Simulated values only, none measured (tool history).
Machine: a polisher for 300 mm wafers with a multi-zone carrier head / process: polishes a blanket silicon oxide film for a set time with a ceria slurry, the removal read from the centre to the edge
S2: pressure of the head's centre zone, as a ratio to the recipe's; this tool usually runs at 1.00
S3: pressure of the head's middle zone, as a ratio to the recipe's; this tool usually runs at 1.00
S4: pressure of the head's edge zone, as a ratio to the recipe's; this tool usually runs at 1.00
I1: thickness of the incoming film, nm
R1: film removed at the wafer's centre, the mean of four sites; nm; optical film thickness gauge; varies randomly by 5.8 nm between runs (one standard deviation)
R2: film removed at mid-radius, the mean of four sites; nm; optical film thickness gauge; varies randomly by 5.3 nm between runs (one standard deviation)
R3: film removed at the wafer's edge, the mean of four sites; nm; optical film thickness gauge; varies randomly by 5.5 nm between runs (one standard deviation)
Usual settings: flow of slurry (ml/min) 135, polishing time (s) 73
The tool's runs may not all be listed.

Run 1, hour 0.0: usual settings; I1 1078.7. Result: R1 368.3 nm, R2 378.1 nm, R3 395.4 nm.
Run 2, hour 19.0: usual settings but S2 0.97; I1 1085.3. Result: R1 347.8 nm, R2 371.4 nm, R3 399.3 nm.
Run 3, hour 41.3: usual settings but flow of slurry (ml/min) 165, S3 1.07; I1 1095.1. Result: R1 388.9 nm, R2 421.6 nm, R3 405.7 nm.
Run 4, hour 54.5: usual settings; I1 1069.0. Result: R1 356.8 nm, R2 369.6 nm, R3 390.5 nm.
At hour 88.4: worn pad replaced by a new one.
Run 5, hour 89.3: usual settings but flow of slurry (ml/min) 175, S3 1.07; I1 1092.1. Result: R1 392.3 nm, R2 408.8 nm, R3 416.6 nm.
Run 6, hour 106.7: usual settings but S2 0.89, S3 1.08, S4 0.89; I1 1096.9. Result: R1 309.9 nm, R2 389.6 nm, R3 353.1 nm.
Run 7, hour 141.3: usual settings; I1 1086.8. Result: R1 342.6 nm, R2 364.9 nm, R3 377.2 nm.
Run 8, hour 170.5: usual settings but S2 1.06; I1 1070.7. Result: R1 367.0 nm, R2 363.0 nm, R3 372.6 nm.
Run 9, hour 204.2: usual settings but S3 0.91, S4 1.06; I1 1092.2. Result: R1 338.0 nm, R2 327.9 nm, R3 393.6 nm.
Run 10, hour 232.4: usual settings but S4 0.88; I1 1080.9. Result: R1 335.5 nm, R2 348.9 nm, R3 351.3 nm.
At hour 246.4: slurry nozzle cleaned.
At hour 248.1: edge zone pressure recalibrated.
Run 11, hour 259.6: usual settings but S2 0.94, S4 0.97, polishing time (s) 82; I1 1095.2. Result: R1 429.1 nm, R2 456.3 nm, R3 466.3 nm.
Run 12, hour 273.7: usual settings but S3 1.06; I1 1083.0. Result: R1 399.8 nm, R2 433.0 nm, R3 408.5 nm.
Run 13, hour 298.8: usual settings but S3 1.06; I1 1099.8. Result: R1 384.8 nm, R2 409.2 nm, R3 400.9 nm.
Run 14, hour 314.3: usual settings but S3 0.89; I1 1105.4. Result: R1 381.2 nm, R2 364.8 nm, R3 408.6 nm.
Run 15, hour 334.3: usual settings but S2 0.93, S3 0.97; I1 1107.9. Result: R1 346.1 nm, R2 371.5 nm, R3 406.9 nm.
At hour 342.0: worn pad replaced by a new one.
Run 16, hour 367.2: usual settings but S3 0.90; I1 1088.9. Result: R1 360.0 nm, R2 348.7 nm, R3 404.5 nm.
Run 17, hour 386.3: usual settings but flow of slurry (ml/min) 105, S2 0.95, S3 0.91, polishing time (s) 60; I1 1089.9. Result: R1 256.9 nm, R2 256.8 nm, R3 305.7 nm.
Run 18, hour 404.3: usual settings but flow of slurry (ml/min) 90, S3 0.92, S4 0.93; I1 1083.3. Result: R1 278.3 nm, R2 289.9 nm, R3 331.5 nm.
Run 19, hour 437.8: usual settings but S2 0.91, polishing time (s) 98; I1 1083.1. Result: R1 436.6 nm, R2 494.1 nm, R3 500.5 nm.
Run 20, hour 462.6: usual settings; I1 1071.8. Result: R1 351.5 nm, R2 361.2 nm, R3 381.1 nm.
Run 21, hour 491.9: usual settings but flow of slurry (ml/min) 105, S4 0.91, polishing time (s) 87; I1 1078.0. Result: R1 339.4 nm, R2 369.4 nm, R3 405.3 nm.
At hour 551.9: slurry nozzle cleaned.
Run 22, hour 571.5: usual settings; I1 1084.5. Result: R1 392.7 nm, R2 398.8 nm, R3 408.3 nm.
At hour 580.1: worn pad replaced by a new one.
Run 23, hour 591.8: usual settings; I1 1093.4. Result: R1 368.6 nm, R2 394.8 nm, R3 417.8 nm.

A few steps of R1 between consecutive runs. Split each: what settings, incoming material and random variation would produce without the hidden state, and what is left over for the hidden state, along with gauge scatter present in only one of the two compared results (measured, and without hidden state):
Hidden conditions of the tool in this case: removal rate lost through wear of the pad, %; slurry flow missing at the pad, %; deviation of the centre zone's pressure from its setpoint, %; deviation of the edge zone's pressure from its setpoint, %.
Run 10 -> 11: S2 1.00 -> 0.94, S4 0.88 -> 0.97, polishing time (s) 73 -> 82, slurry nozzle cleaned, edge zone pressure recalibrated. R1 +93.6 nm: hidden state +65.8, all else +27.8.
Run 16 -> 17: flow of slurry (ml/min) 135 -> 105, S2 1.00 -> 0.95, S3 0.90 -> 0.91, polishing time (s) 73 -> 60. R1 -103.1 nm: hidden state -3.8, all else -99.3.
Run 18 -> 19: flow of slurry (ml/min) 90 -> 135, S2 1.00 -> 0.91, S3 0.92 -> 1.00, S4 0.93 -> 1.00, polishing time (s) 73 -> 98. R1 +158.3 nm: hidden state -8.6, all else +166.9.
Run 21 -> 22: flow of slurry (ml/min) 105 -> 135, S4 0.91 -> 1.00, polishing time (s) 87 -> 73, slurry nozzle cleaned. R1 +53.3 nm: hidden state +76.4, all else -23.1.
